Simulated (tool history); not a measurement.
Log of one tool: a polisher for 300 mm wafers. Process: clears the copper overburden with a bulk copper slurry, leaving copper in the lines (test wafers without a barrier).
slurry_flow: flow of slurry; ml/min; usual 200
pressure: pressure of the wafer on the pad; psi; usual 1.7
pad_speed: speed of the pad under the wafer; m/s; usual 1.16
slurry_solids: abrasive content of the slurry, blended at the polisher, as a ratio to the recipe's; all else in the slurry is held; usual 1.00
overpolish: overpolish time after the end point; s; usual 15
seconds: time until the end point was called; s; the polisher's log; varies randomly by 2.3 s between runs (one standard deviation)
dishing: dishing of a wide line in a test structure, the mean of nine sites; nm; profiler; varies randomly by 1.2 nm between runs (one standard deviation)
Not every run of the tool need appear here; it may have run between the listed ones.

run	hour	slurry_flow	pressure	pad_speed	slurry_solids	overpolish	wafers since the last listed run	wafers polished on this pad	hours since the slurry nozzle was cleaned	hours since the head pressure was calibrated	hours since the slurry blender was calibrated	incoming thickness of the incoming film, nm	seconds	dishing
1	0.0	200	1.7	1.16	0.80	15	0	1136	216.6	622.4	128.4	740.5	124.8	54.6
2	74.1	200	1.7	1.16	0.80	15	577	1714	290.7	696.5	202.5	739.0	132.4	54.6
3	122.9	200	1.7	1.28	1.00	8	380	2094	339.5	745.3	251.3	742.0	109.2	37.2
4	159.0	200	1.7	1.16	1.00	15	281	2375	375.6	781.4	287.4	722.6	126.0	55.5
# hour 169.6: slurry nozzle cleaned
5	210.5	200	1.7	1.16	1.20	15	393	2769	40.9	832.9	338.9	740.0	110.1	60.4
# hour 243.4: worn pad replaced by a new one
6	267.6	200	1.7	1.16	1.20	15	413	188	98.0	890.0	396.0	728.0	114.1	61.0
# hour 301.8: slurry blender recalibrated
7	375.0	200	1.7	1.16	1.00	15	821	1009	205.4	997.4	73.2	750.7	123.6	55.4
8	421.6	200	1.7	1.16	1.00	15	363	1372	252.0	1044.0	119.8	729.2	118.1	54.3
9	480.5	200	1.7	1.16	1.00	15	458	1831	310.9	1102.9	178.7	732.6	125.5	55.0
# hour 556.8: slurry nozzle cleaned
# hour 616.8: worn pad replaced by a new one
10	799.3	200	1.7	1.16	1.00	15	2445	1422	242.5	1421.7	497.5	729.9	124.0	55.9
# hour 806.3: head pressure recalibrated
# hour 814.8: slurry blender recalibrated
11	844.2	200	1.7	1.16	1.00	15	318	1740	287.4	37.9	29.4	733.2	127.4	58.3
12	882.0	200	1.7	1.16	1.00	15	294	2035	325.2	75.7	67.2	729.5	123.0	53.9
13	923.2	200	1.7	1.42	0.80	22	321	2356	366.4	116.9	108.4	734.2	108.9	81.8
# hour 962.8: slurry nozzle cleaned
# hour 1021.2: worn pad replaced by a new one
14	1027.9	200	2.3	0.84	1.00	12	776	52	65.1	221.6	213.1	728.7	129.3	44.3
15	1131.3	245	1.7	0.96	0.85	15	805	857	168.5	325.0	316.5	736.3	151.8	49.3
16	1226.2	200	1.7	1.16	1.00	15	739	1597	263.4	419.9	411.4	742.1	122.3	59.8
17	1314.6	135	1.2	1.16	1.15	15	688	2286	351.8	508.3	499.8	734.9	172.9	43.8
# hour 1324.7: slurry blender recalibrated
# hour 1383.8: worn pad replaced by a new one
# hour 1411.5: slurry nozzle cleaned
18	1419.3	200	1.7	1.50	1.00	15	761	268	7.8	613.0	94.6	738.5	90.0	69.9
19	1456.8	200	1.4	1.52	1.00	15	292	561	45.3	650.5	132.1	734.7	100.8	64.5
20	1537.4	230	2.0	1.16	1.15	20	628	1189	125.9	731.1	212.7	737.4	100.9	82.3
21	1636.1	200	1.7	0.78	1.00	15	769	1958	224.6	829.8	311.4	741.3	187.7	42.1
# hour 1724.5: slurry blender recalibrated
22	1725.0	200	1.3	1.16	1.00	22	677	2635	313.5	918.7	0.5	737.0	139.5	64.9
# hour 1775.9: worn pad replaced by a new one
23	1808.7	200	1.7	1.16	1.00	15	621	255	397.2	1002.4	84.2	732.3	128.7	53.7
# hour 1830.7: slurry nozzle cleaned
24	1902.4	200	1.7	1.16	1.00	15	722	977	71.7	1096.1	177.9	745.6	115.8	57.8

Each row is a separate what-if for the run after 24, all from the same tool condition, not one after another. Results?
A	1902.9	200	1.7	1.16	1.00	15	3	981	72.2	1096.6	178.4	738.1	?	?
B	1902.9	220	1.7	1.46	0.90	15	3	981	72.2	1096.6	178.4	738.1	?	?
C	1902.9	200	1.4	1.16	1.10	15	3	981	72.2	1096.6	178.4	738.1	?	?

run	seconds	dishing
A	121.8	57.7
B	97.5	67.9
C	133.5	53.1
Take away the tool's hidden state, keep each run's random variation, and the runs would have read:
run	seconds	dishing
A	120.1	58.3
B	96.3	68.6
C	131.6	53.6

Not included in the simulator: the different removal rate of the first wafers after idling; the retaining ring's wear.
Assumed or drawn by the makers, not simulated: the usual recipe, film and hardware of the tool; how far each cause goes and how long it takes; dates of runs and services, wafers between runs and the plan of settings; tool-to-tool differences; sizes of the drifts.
